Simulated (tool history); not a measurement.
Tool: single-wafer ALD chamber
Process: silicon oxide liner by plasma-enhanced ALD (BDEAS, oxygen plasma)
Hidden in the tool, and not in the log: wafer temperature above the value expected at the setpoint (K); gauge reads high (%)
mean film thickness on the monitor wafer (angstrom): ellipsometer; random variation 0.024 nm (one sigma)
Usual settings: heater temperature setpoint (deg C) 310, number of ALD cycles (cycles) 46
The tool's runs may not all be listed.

run,hour,heater temperature setpoint (deg C),number of ALD cycles (cycles),wafers since the last listed run,hours since the last thermocouple change,hours since the gauge calibration,"read-back reference wafer on the same gauge, thickness_nm",mean film thickness on the monitor wafer (angstrom)
1,0,310,40,0,1451.3,1205.3,5.298,38.65
2,205.3,310,40,2094,1656.6,1410.6,5.295,39.36
3,260.6,303,46,564,1711.9,1465.9,5.298,45.25
4,297.9,310,42,380,1749.2,1503.2,5.287,40.91
5,360.5,310,42,638,1811.8,1565.8,5.292,41.09
6,419.9,310,42,605,1871.2,1625.2,5.3,41.18
7,451.1,315,39,318,1902.4,1656.4,5.315,37.74
# hour 509: gauge calibrated
8,519,315,39,692,1970.3,10,5.137,36.3
9,559.7,310,46,415,2011,50.7,5.146,43.8
10,631.1,310,46,728,2082.4,122.1,5.171,43.58
11,683.3,310,46,532,2134.6,174.3,5.185,43.73
12,712.5,310,46,297,2163.8,203.5,5.19,44.23
13,768.4,310,46,570,2219.7,259.4,5.207,44.07
14,796.4,310,46,285,2247.7,287.4,5.212,43.81
15,834.7,310,51,390,2286,325.7,5.226,48.48
16,874.3,310,50,403,2325.6,365.3,5.219,48.77
# hour 893.4: thermocouple changed; heater temperature recalibrated
17,922.2,325,43,407,28.8,413.2,5.234,40.78
18,954.3,322,39,327,60.9,445.3,5.237,36.82
19,1013.1,310,46,599,119.7,504.1,5.244,44.09
20,1048.2,296,46,358,154.8,539.2,5.242,45.57
21,1092.4,310,52,450,199,583.4,5.248,50.1
22,1132,310,43,403,238.6,623,5.265,41.57
23,1156.2,310,39,246,262.8,647.2,5.259,37.8
24,1187.1,315,49,315,293.7,678.1,5.271,47.57
25,1216.9,322,52,303,323.5,707.9,5.27,49.98
26,1264.8,295,41,488,371.4,755.8,5.279,41.06
27,1292,310,46,277,398.6,783,5.28,44.37
28,1329.8,310,46,385,436.4,820.8,5.275,44.48
29,1390,315,54,614,496.6,881,5.283,52.23
30,1454.3,298,43,655,560.9,945.3,5.288,42.59
31,1547.5,319,43,950,654.1,1038.5,5.297,41.21
32,1614.6,315,39,684,721.2,1105.6,5.286,37.9
33,1640.9,314,55,268,747.5,1131.9,5.297,53.41

3 ways to go on from here, each from the tool as it stands after run 33. What would each give?
A,1641.4,297,46,5,748,1132.4,?,?
B,1641.4,299,43,5,748,1132.4,?,?
C,1641.4,319,42,5,748,1132.4,?,?

run,"read-back reference wafer on the same gauge, thickness_nm",mean film thickness on the monitor wafer (angstrom)
A,5.308,45.93
B,5.308,42.69
C,5.308,40.67
Without the tool's hidden state the same runs would have given:
run,mean film thickness on the monitor wafer (angstrom)
A,44.2
B,41.08
C,39.14

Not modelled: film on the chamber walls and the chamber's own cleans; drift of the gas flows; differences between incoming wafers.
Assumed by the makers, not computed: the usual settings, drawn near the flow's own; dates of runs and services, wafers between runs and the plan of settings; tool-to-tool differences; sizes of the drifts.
